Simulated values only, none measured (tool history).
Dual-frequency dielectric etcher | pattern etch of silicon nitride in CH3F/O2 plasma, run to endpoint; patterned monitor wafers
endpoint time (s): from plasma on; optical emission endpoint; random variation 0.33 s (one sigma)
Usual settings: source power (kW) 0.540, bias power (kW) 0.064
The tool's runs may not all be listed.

| run | day | source power (kW) | bias power (kW) | wafers since the last listed run | hours since the last wet clean | hours since the last source power generator calibration | hours since the last bias power generator calibration | hours since the last upper electrode change | incoming incoming film thickness, nm | endpoint time (s) |
|---|---|---|---|---|---|---|---|---|---|---|
| 1 | 0.000 | 0.540 | 0.075 | 0 | 20.7 | 3123.9 | 2236.7 | 3851.4 | 106.4 | 104.5 |
| 2 | 4.350 | 0.540 | 0.064 | 871 | 125.1 | 3228.3 | 2341.1 | 3955.8 | 108.1 | 109.6 |
| 3 | 5.967 | 0.540 | 0.064 | 323 | 163.9 | 3267.1 | 2379.9 | 3994.6 | 106.9 | 107.9 |
| 4 | 7.975 | 0.540 | 0.064 | 402 | 212.1 | 3315.3 | 2428.1 | 4042.8 | 107.8 | 108.5 |
| 5 | 9.792 | 0.540 | 0.064 | 363 | 255.7 | 3358.9 | 2471.7 | 4086.4 | 106.9 | 107.3 |
| 6 | 11.638 | 0.540 | 0.064 | 369 | 300.0 | 3403.2 | 2516.0 | 4130.7 | 108.3 | 108.1 |
|  | 14.792 | wet clean of the chamber |
| 7 | 14.812 | 0.540 | 0.064 | 435 | 0.5 | 3479.4 | 2592.2 | 4206.9 | 108.2 | 110.1 |
|  | 15.888 | upper electrode replaced |
| 8 | 21.725 | 0.540 | 0.064 | 1184 | 166.4 | 3645.3 | 2758.1 | 140.1 | 107.3 | 107.7 |
| 9 | 23.096 | 0.540 | 0.064 | 274 | 199.3 | 3678.2 | 2791.0 | 173.0 | 107.7 | 107.6 |
| 10 | 24.638 | 0.540 | 0.069 | 308 | 236.3 | 3715.2 | 2828.0 | 210.0 | 107.2 | 104.0 |
| 11 | 26.617 | 0.540 | 0.059 | 396 | 283.8 | 3762.7 | 2875.5 | 257.5 | 106.9 | 108.5 |
|  | 27.575 | source power generator calibrated |
| 12 | 29.158 | 0.540 | 0.069 | 475 | 344.8 | 38.0 | 2936.5 | 318.5 | 108.6 | 105.7 |
|  | 32.138 | bias power generator calibrated |
| 13 | 32.158 | 0.680 | 0.076 | 567 | 416.8 | 110.0 | 0.5 | 390.5 | 107.1 | 87.6 |
| 14 | 34.012 | 0.650 | 0.080 | 371 | 461.3 | 154.5 | 45.0 | 435.0 | 107.8 | 88.4 |
|  | 35.196 | wet clean of the chamber |
| 15 | 35.600 | 0.540 | 0.064 | 117 | 9.7 | 192.6 | 83.1 | 473.1 | 107.8 | 109.7 |
| 16 | 38.583 | 0.670 | 0.058 | 597 | 81.3 | 264.2 | 154.7 | 544.7 | 107.8 | 98.7 |
| 17 | 40.100 | 0.580 | 0.048 | 303 | 117.7 | 300.6 | 191.1 | 581.1 | 108.0 | 112.1 |
| 18 | 41.404 | 0.500 | 0.064 | 261 | 149.0 | 331.9 | 222.4 | 612.4 | 107.5 | 112.9 |
| 19 | 43.621 | 0.540 | 0.064 | 443 | 202.2 | 385.1 | 275.6 | 665.6 | 108.0 | 108.2 |

The tool's hidden state at each run:
source power that arrives over what is set, %: 0 in every run
bias power that arrives over what is set, %: 0 in every run
H1: etch rate over this chamber's usual, %
| run | H1 |
|---|---|
| 1 | -0.694 |
| 2 | 0.274 |
| 3 | 0.634 |
| 4 | 1.08 |
| 5 | 1.49 |
| 6 | 1.9 |
| 7 | 0.00456 |
| 8 | 1.54 |
| 9 | 1.85 |
| 10 | 2.19 |
| 11 | 2.63 |
| 12 | 3.2 |
| 13 | 3.87 |
| 14 | 4.28 |
| 15 | 0.128 |
| 16 | 0.792 |
| 17 | 1.13 |
| 18 | 1.42 |
| 19 | 1.91 |
